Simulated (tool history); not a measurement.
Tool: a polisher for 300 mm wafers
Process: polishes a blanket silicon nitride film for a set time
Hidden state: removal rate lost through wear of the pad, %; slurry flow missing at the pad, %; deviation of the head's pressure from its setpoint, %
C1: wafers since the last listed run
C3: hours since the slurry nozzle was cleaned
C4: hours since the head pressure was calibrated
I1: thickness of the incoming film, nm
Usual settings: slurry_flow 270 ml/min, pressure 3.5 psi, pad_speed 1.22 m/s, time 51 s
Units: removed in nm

{"run": 1, "hour": 0.0, "slurry_flow": 270, "pressure": 4.3, "pad_speed": 1.22, "time": 51, "C1": 0, "wafers polished on this pad": 1240, "C3": 634.9, "C4": 475.6, "I1": 912.5, "removed": 110.1}
{"run": 2, "hour": 54.5, "slurry_flow": 270, "pressure": 3.5, "pad_speed": 1.22, "time": 51, "C1": 667, "wafers polished on this pad": 1907, "C3": 689.4, "C4": 530.1, "I1": 914.9, "removed": 87.9}
{"run": 3, "hour": 122.6, "slurry_flow": 270, "pressure": 3.5, "pad_speed": 1.22, "time": 51, "C1": 833, "wafers polished on this pad": 2741, "C3": 757.5, "C4": 598.2, "I1": 895.0, "removed": 88.8}
{"run": 4, "hour": 205.2, "slurry_flow": 270, "pressure": 3.5, "pad_speed": 1.22, "time": 51, "C1": 1011, "wafers polished on this pad": 3753, "C3": 840.1, "C4": 680.8, "I1": 891.3, "removed": 89.9}
{"hour": 229.4, "done": "head pressure recalibrated"}
{"run": 5, "hour": 243.7, "slurry_flow": 300, "pressure": 3.5, "pad_speed": 1.22, "time": 51, "C1": 446, "wafers polished on this pad": 4200, "C3": 878.6, "C4": 14.3, "I1": 907.0, "removed": 87.4}
{"hour": 288.8, "done": "slurry nozzle cleaned"}
{"run": 6, "hour": 295.8, "slurry_flow": 300, "pressure": 3.5, "pad_speed": 1.22, "time": 51, "C1": 625, "wafers polished on this pad": 4825, "C3": 7.0, "C4": 66.4, "I1": 910.4, "removed": 87.1}
{"hour": 322.4, "done": "worn pad replaced by a new one"}
{"run": 7, "hour": 369.4, "slurry_flow": 270, "pressure": 3.5, "pad_speed": 1.22, "time": 51, "C1": 852, "wafers polished on this pad": 575, "C3": 80.6, "C4": 140.0, "I1": 911.4, "removed": 85.5}
{"run": 8, "hour": 419.1, "slurry_flow": 270, "pressure": 3.5, "pad_speed": 1.22, "time": 38, "C1": 608, "wafers polished on this pad": 1184, "C3": 130.3, "C4": 189.7, "I1": 913.8, "removed": 65.3}
{"run": 9, "hour": 514.4, "slurry_flow": 270, "pressure": 3.5, "pad_speed": 0.9, "time": 51, "C1": 1167, "wafers polished on this pad": 2351, "C3": 225.6, "C4": 285.0, "I1": 906.8, "removed": 68.8}
{"run": 10, "hour": 611.5, "slurry_flow": 270, "pressure": 3.5, "pad_speed": 0.9, "time": 51, "C1": 1189, "wafers polished on this pad": 3540, "C3": 322.7, "C4": 382.1, "I1": 918.4, "removed": 68.3}
{"run": 11, "hour": 685.6, "slurry_flow": 270, "pressure": 3.5, "pad_speed": 1.48, "time": 51, "C1": 907, "wafers polished on this pad": 4447, "C3": 396.8, "C4": 456.2, "I1": 910.5, "removed": 103.8}
{"hour": 702.9, "done": "worn pad replaced by a new one"}
{"run": 12, "hour": 771.6, "slurry_flow": 270, "pressure": 3.5, "pad_speed": 1.22, "time": 51, "C1": 1004, "wafers polished on this pad": 840, "C3": 482.8, "C4": 542.2, "I1": 892.1, "removed": 89.0}
{"run": 13, "hour": 828.0, "slurry_flow": 270, "pressure": 3.5, "pad_speed": 1.22, "time": 51, "C1": 690, "wafers polished on this pad": 1531, "C3": 539.2, "C4": 598.6, "I1": 896.7, "removed": 88.9}
{"hour": 888.3, "done": "head pressure recalibrated"}
{"run": 14, "hour": 906.0, "slurry_flow": 270, "pressure": 3.5, "pad_speed": 1.22, "time": 51, "C1": 930, "wafers polished on this pad": 2462, "C3": 617.2, "C4": 17.7, "I1": 898.4, "removed": 87.0}
{"run": 15, "hour": 1068.6, "slurry_flow": 300, "pressure": 3.5, "pad_speed": 1.22, "time": 51, "C1": 1991, "wafers polished on this pad": 4453, "C3": 779.8, "C4": 180.3, "I1": 916.0, "removed": 88.1}
{"run": 16, "hour": 1130.5, "slurry_flow": 270, "pressure": 3.5, "pad_speed": 1.22, "time": 51, "C1": 758, "wafers polished on this pad": 5211, "C3": 841.7, "C4": 242.2, "I1": 899.5, "removed": 87.9}
{"hour": 1161.7, "done": "worn pad replaced by a new one"}
{"hour": 1169.1, "done": "slurry nozzle cleaned"}
{"run": 17, "hour": 1219.3, "slurry_flow": 270, "pressure": 2.4, "pad_speed": 1.22, "time": 51, "C1": 1026, "wafers polished on this pad": 692, "C3": 50.2, "C4": 331.0, "I1": 900.0, "removed": 61.6}
{"run": 18, "hour": 1256.2, "slurry_flow": 270, "pressure": 3.5, "pad_speed": 1.22, "time": 51, "C1": 451, "wafers polished on this pad": 1144, "C3": 87.1, "C4": 367.9, "I1": 915.5, "removed": 89.4}
{"run": 19, "hour": 1322.1, "slurry_flow": 270, "pressure": 3.5, "pad_speed": 0.82, "time": 51, "C1": 806, "wafers polished on this pad": 1951, "C3": 153.0, "C4": 433.8, "I1": 921.9, "removed": 64.7}
{"run": 20, "hour": 1403.0, "slurry_flow": 270, "pressure": 3.5, "pad_speed": 1.4, "time": 51, "C1": 990, "wafers polished on this pad": 2942, "C3": 233.9, "C4": 514.7, "I1": 902.8, "removed": 98.4}
{"run": 21, "hour": 1469.4, "slurry_flow": 295, "pressure": 2.8, "pad_speed": 1.6, "time": 39, "C1": 813, "wafers polished on this pad": 3755, "C3": 300.3, "C4": 581.1, "I1": 905.5, "removed": 69.2}
{"run": 22, "hour": 1572.9, "slurry_flow": 365, "pressure": 2.4, "pad_speed": 1.1, "time": 62, "C1": 1267, "wafers polished on this pad": 5022, "C3": 403.8, "C4": 684.6, "I1": 924.5, "removed": 70.9}
{"hour": 1614.2, "done": "worn pad replaced by a new one"}
{"run": 23, "hour": 1643.5, "slurry_flow": 185, "pressure": 4.2, "pad_speed": 0.82, "time": 42, "C1": 815, "wafers polished on this pad": 358, "C3": 474.4, "C4": 755.2, "I1": 904.4, "removed": 61.4}
{"hour": 1654.8, "done": "head pressure recalibrated"}
{"run": 24, "hour": 1711.0, "slurry_flow": 270, "pressure": 3.5, "pad_speed": 1.6, "time": 51, "C1": 802, "wafers polished on this pad": 1160, "C3": 541.9, "C4": 56.2, "I1": 908.2, "removed": 105.8}
{"run": 25, "hour": 1797.6, "slurry_flow": 205, "pressure": 3.5, "pad_speed": 1.22, "time": 56, "C1": 1060, "wafers polished on this pad": 2221, "C3": 628.5, "C4": 142.8, "I1": 895.5, "removed": 92.0}
{"run": 26, "hour": 1855.9, "slurry_flow": 270, "pressure": 4.3, "pad_speed": 1.22, "time": 51, "C1": 713, "wafers polished on this pad": 2935, "C3": 686.8, "C4": 201.1, "I1": 901.6, "removed": 107.1}
{"run": 27, "hour": 2060.9, "slurry_flow": 225, "pressure": 2.9, "pad_speed": 1.1, "time": 43, "C1": 2510, "wafers polished on this pad": 5445, "C3": 891.8, "C4": 406.1, "I1": 916.9, "removed": 54.6}
{"hour": 2067.7, "done": "worn pad replaced by a new one"}
{"run": 28, "hour": 2101.1, "slurry_flow": 225, "pressure": 3.5, "pad_speed": 1.22, "time": 37, "C1": 443, "wafers polished on this pad": 409, "C3": 932.0, "C4": 446.3, "I1": 905.5, "removed": 62.6}
{"run": 29, "hour": 2138.8, "slurry_flow": 270, "pressure": 3.5, "pad_speed": 1.22, "time": 51, "C1": 461, "wafers polished on this pad": 870, "C3": 969.7, "C4": 484.0, "I1": 907.4, "removed": 88.8}

Measured less the same run without the tool's hidden state. The same run-to-run variation is in both; the gauge's scatter may not be:
run=1 removed=+4.5
run=2 removed=+3.6
run=3 removed=+3.8
run=4 removed=+4.0
run=5 removed=-0.2
run=6 removed=+0.5
run=7 removed=+1.3
run=8 removed=+1.3
run=9 removed=+1.9
run=10 removed=+2.2
run=11 removed=+3.6
run=12 removed=+3.3
run=13 removed=+3.4
run=14 removed=+0.4
run=15 removed=+2.3
run=16 removed=+2.7
run=17 removed=+2.2
run=18 removed=+3.3
run=19 removed=+2.6
run=20 removed=+4.2
run=21 removed=+3.0
run=22 removed=+3.2
run=23 removed=+2.8
run=24 removed=+0.2
run=25 removed=+1.2
run=26 removed=+2.1
run=27 removed=+1.7
run=28 removed=+2.0
run=29 removed=+3.0
